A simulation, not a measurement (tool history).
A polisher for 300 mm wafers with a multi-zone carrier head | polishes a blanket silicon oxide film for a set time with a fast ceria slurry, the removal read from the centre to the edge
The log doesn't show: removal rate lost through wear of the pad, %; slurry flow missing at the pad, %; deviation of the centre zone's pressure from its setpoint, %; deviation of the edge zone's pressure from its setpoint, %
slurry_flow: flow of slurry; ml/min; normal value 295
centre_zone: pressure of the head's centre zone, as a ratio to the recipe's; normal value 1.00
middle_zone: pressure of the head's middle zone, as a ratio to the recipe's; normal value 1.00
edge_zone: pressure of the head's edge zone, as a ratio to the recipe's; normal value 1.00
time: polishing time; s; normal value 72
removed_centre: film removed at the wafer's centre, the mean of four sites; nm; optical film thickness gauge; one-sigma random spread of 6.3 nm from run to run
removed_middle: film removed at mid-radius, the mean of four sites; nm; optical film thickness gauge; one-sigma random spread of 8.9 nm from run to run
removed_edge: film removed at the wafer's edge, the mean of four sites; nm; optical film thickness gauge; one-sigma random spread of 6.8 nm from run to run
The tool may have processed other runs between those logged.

| run | hour | slurry_flow | centre_zone | middle_zone | edge_zone | time | wafers since the last listed run | wafers polished on this pad | hours since the slurry nozzle was cleaned | hours since the centre zone pressure was calibrated | hours since the edge zone pressure was calibrated | hours since the carrier head's membrane was replaced | incoming thickness of the incoming film, nm | removed_centre | removed_middle | removed_edge |
|---|---|---|---|---|---|---|---|---|---|---|---|---|---|---|---|---|
| 1 | 0.0 | 295 | 0.92 | 1.00 | 1.00 | 72 | 0 | 673 | 469.0 | 67.4 | 676.3 | 973.3 | 2791.3 | 854.3 | 936.4 | 925.8 |
| 2 | 65.4 | 295 | 1.00 | 1.00 | 1.00 | 72 | 592 | 1266 | 534.4 | 132.8 | 741.7 | 1038.7 | 2815.8 | 904.6 | 922.3 | 930.9 |
| 3 | 102.3 | 295 | 1.00 | 1.00 | 1.03 | 72 | 334 | 1600 | 571.3 | 169.7 | 778.6 | 1075.6 | 2898.6 | 893.8 | 928.9 | 943.2 |
|  | 112.5 | slurry nozzle cleaned |
| 4 | 171.1 | 295 | 1.00 | 1.00 | 1.03 | 72 | 614 | 2215 | 58.6 | 238.5 | 847.4 | 1144.4 | 2801.2 | 885.7 | 915.9 | 936.9 |
| 5 | 203.3 | 335 | 1.10 | 0.95 | 1.00 | 72 | 291 | 2506 | 90.8 | 270.7 | 879.6 | 1176.6 | 2868.7 | 961.7 | 888.0 | 930.3 |
|  | 258.5 | worn pad replaced by a new one |
| 6 | 265.3 | 190 | 0.95 | 0.92 | 0.90 | 72 | 525 | 61 | 152.8 | 332.7 | 941.6 | 1238.6 | 2872.2 | 800.6 | 810.2 | 836.9 |
| 7 | 305.6 | 295 | 1.00 | 1.00 | 1.08 | 72 | 365 | 426 | 193.1 | 373.0 | 981.9 | 1278.9 | 2834.5 | 872.4 | 935.4 | 971.0 |
|  | 316.4 | carrier head's membrane replaced by a new one |
| 8 | 332.3 | 295 | 1.00 | 1.00 | 1.00 | 72 | 196 | 623 | 219.8 | 399.7 | 1008.6 | 15.9 | 2815.5 | 877.2 | 931.7 | 930.8 |
| 9 | 409.7 | 255 | 1.10 | 1.00 | 1.00 | 72 | 701 | 1324 | 297.2 | 477.1 | 1086.0 | 93.3 | 2833.9 | 897.8 | 912.8 | 919.2 |
| 10 | 435.6 | 200 | 0.88 | 1.00 | 1.00 | 72 | 234 | 1559 | 323.1 | 503.0 | 1111.9 | 119.2 | 2828.3 | 735.8 | 890.2 | 891.7 |
| 11 | 470.2 | 295 | 0.91 | 1.00 | 0.95 | 72 | 313 | 1872 | 357.7 | 537.6 | 1146.5 | 153.8 | 2813.8 | 797.6 | 933.6 | 897.6 |
|  | 477.7 | centre zone pressure recalibrated |
| 12 | 504.6 | 295 | 0.91 | 1.08 | 1.00 | 72 | 293 | 2166 | 392.1 | 26.9 | 1180.9 | 188.2 | 2830.5 | 860.1 | 1003.6 | 924.1 |
| 13 | 562.2 | 295 | 1.00 | 1.00 | 1.00 | 72 | 521 | 2688 | 449.7 | 84.5 | 1238.5 | 245.8 | 2834.1 | 915.0 | 930.1 | 921.9 |
|  | 574.7 | edge zone pressure recalibrated |
| 14 | 598.9 | 295 | 1.00 | 0.93 | 1.00 | 72 | 314 | 3002 | 486.4 | 121.2 | 24.2 | 282.5 | 2846.2 | 913.9 | 862.6 | 928.2 |
|  | 625.4 | worn pad replaced by a new one |
|  | 712.6 | slurry nozzle cleaned |
| 15 | 749.7 | 255 | 1.10 | 1.00 | 1.00 | 72 | 1321 | 1117 | 37.1 | 272.0 | 175.0 | 433.3 | 2862.4 | 947.2 | 887.1 | 903.6 |
| 16 | 778.4 | 295 | 1.00 | 1.00 | 1.00 | 72 | 260 | 1377 | 65.8 | 300.7 | 203.7 | 462.0 | 2836.9 | 891.6 | 925.2 | 925.2 |
| 17 | 806.2 | 200 | 1.08 | 1.00 | 0.93 | 55 | 251 | 1628 | 93.6 | 328.5 | 231.5 | 489.8 | 2856.1 | 687.1 | 665.9 | 660.9 |
| 18 | 862.2 | 295 | 1.00 | 1.07 | 1.00 | 81 | 507 | 2136 | 149.6 | 384.5 | 287.5 | 545.8 | 2831.3 | 1008.2 | 1114.3 | 1042.0 |
| 19 | 1003.2 | 385 | 0.90 | 1.00 | 1.00 | 64 | 1277 | 3413 | 290.6 | 525.5 | 428.5 | 686.8 | 2891.8 | 740.6 | 839.3 | 845.9 |
|  | 1015.4 | worn pad replaced by a new one |
| 20 | 1030.1 | 295 | 1.00 | 0.93 | 1.05 | 72 | 207 | 133 | 317.5 | 552.4 | 455.4 | 713.7 | 2876.1 | 857.4 | 872.1 | 951.3 |
|  | 1081.5 | centre zone pressure recalibrated |
| 21 | 1084.2 | 265 | 1.00 | 1.00 | 1.00 | 72 | 472 | 605 | 371.6 | 2.7 | 509.5 | 767.8 | 2814.3 | 909.9 | 925.1 | 918.5 |
| 22 | 1119.9 | 295 | 1.08 | 1.00 | 1.00 | 72 | 323 | 929 | 407.3 | 38.4 | 545.2 | 803.5 | 2866.5 | 963.5 | 929.4 | 939.1 |
| 23 | 1154.0 | 295 | 1.00 | 1.00 | 1.00 | 72 | 308 | 1238 | 441.4 | 72.5 | 579.3 | 837.6 | 2806.9 | 917.8 | 923.8 | 934.9 |

Branching from run 23: 3 alternative next runs. What would each branch give?
| A | 1154.5 | 295 | 1.00 | 1.00 | 1.00 | 72 | 4 | 1242 | 441.9 | 73.0 | 579.8 | 838.1 | 2811.6 | ? | ? | ? |
| B | 1154.5 | 295 | 1.05 | 1.00 | 1.00 | 72 | 4 | 1242 | 441.9 | 73.0 | 579.8 | 838.1 | 2811.6 | ? | ? | ? |
| C | 1154.5 | 295 | 1.00 | 1.03 | 1.00 | 63 | 4 | 1242 | 441.9 | 73.0 | 579.8 | 838.1 | 2811.6 | ? | ? | ? |

| run | removed_centre | removed_middle | removed_edge |
|---|---|---|---|
| A | 919.7 | 932.2 | 931.4 |
| B | 951.4 | 932.0 | 931.4 |
| C | 804.9 | 836.3 | 814.7 |
Without the tool's hidden state the same runs would have given:
| run | removed_centre | removed_middle | removed_edge |
|---|---|---|---|
| A | 910.9 | 932.3 | 931.4 |
| B | 942.3 | 932.1 | 931.4 |
| C | 797.2 | 836.4 | 814.7 |

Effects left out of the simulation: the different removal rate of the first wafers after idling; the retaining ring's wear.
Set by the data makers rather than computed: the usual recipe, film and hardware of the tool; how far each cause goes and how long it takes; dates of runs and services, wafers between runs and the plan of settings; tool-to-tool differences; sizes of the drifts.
